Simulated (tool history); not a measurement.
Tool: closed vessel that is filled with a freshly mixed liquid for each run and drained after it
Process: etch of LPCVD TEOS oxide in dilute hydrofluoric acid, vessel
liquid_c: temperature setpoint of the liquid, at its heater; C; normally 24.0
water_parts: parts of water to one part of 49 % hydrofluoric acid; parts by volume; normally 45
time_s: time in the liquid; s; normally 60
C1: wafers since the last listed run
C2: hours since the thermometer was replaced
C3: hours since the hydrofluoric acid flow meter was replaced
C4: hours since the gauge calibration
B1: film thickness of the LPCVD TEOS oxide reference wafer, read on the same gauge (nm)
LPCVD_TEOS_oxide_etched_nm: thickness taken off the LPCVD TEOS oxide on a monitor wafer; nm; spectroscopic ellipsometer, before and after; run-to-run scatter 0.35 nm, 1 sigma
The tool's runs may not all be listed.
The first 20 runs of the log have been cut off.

-- hour=257.9 hydrofluoric acid flow meter replaced
run 21 hour=258.4 | liquid_c=24.0 water_parts=30 time_s=40 | C1=648 C2=128.0 C3=0.5 C4=57.4 | B1=110.04 | LPCVD_TEOS_oxide_etched_nm=59.62
run 22 hour=264.0 | liquid_c=26.5 water_parts=45 time_s=95 | C1=497 C2=133.6 C3=6.1 C4=63.0 | B1=110.03 | LPCVD_TEOS_oxide_etched_nm=103.54
run 23 hour=272.2 | liquid_c=24.0 water_parts=45 time_s=60 | C1=728 C2=141.8 C3=14.3 C4=71.2 | B1=110.01 | LPCVD_TEOS_oxide_etched_nm=58.50
run 24 hour=280.8 | liquid_c=24.0 water_parts=45 time_s=60 | C1=763 C2=150.4 C3=22.9 C4=79.8 | B1=110.01 | LPCVD_TEOS_oxide_etched_nm=57.95
run 25 hour=296.6 | liquid_c=29.0 water_parts=35 time_s=60 | C1=1402 C2=166.2 C3=38.7 C4=95.6 | B1=110.05 | LPCVD_TEOS_oxide_etched_nm=93.27
run 26 hour=308.7 | liquid_c=28.5 water_parts=40 time_s=60 | C1=1074 C2=178.3 C3=50.8 C4=107.7 | B1=110.01 | LPCVD_TEOS_oxide_etched_nm=80.19
-- hour=325.7 hydrofluoric acid flow meter replaced, repeated, since the last time left the tool worse
run 27 hour=326.2 | liquid_c=21.5 water_parts=55 time_s=45 | C1=1465 C2=195.8 C3=0.5 C4=125.2 | B1=110.01 | LPCVD_TEOS_oxide_etched_nm=27.30
run 28 hour=334.4 | liquid_c=24.0 water_parts=45 time_s=60 | C1=728 C2=204.0 C3=8.7 C4=133.4 | B1=110.02 | LPCVD_TEOS_oxide_etched_nm=50.36
run 29 hour=350.8 | liquid_c=26.5 water_parts=40 time_s=35 | C1=1456 C2=220.4 C3=25.1 C4=149.8 | B1=110.00 | LPCVD_TEOS_oxide_etched_nm=37.01
run 30 hour=361.2 | liquid_c=21.0 water_parts=60 time_s=80 | C1=923 C2=230.8 C3=35.5 C4=160.2 | B1=109.98 | LPCVD_TEOS_oxide_etched_nm=44.25

What does the tool deliver on the next run?
run 31 hour=375.7 | liquid_c=24.0 water_parts=45 time_s=60 | C1=1287 C2=245.3 C3=50.0 C4=174.7 | B1=? | LPCVD_TEOS_oxide_etched_nm=?

{"run 31": {"B1": 110.01, "LPCVD_TEOS_oxide_etched_nm": 50.77}}
Were there no unlogged condition in the tool, this run, its random variation unchanged, would have produced LPCVD_TEOS_oxide_etched_nm 50.50 nm.
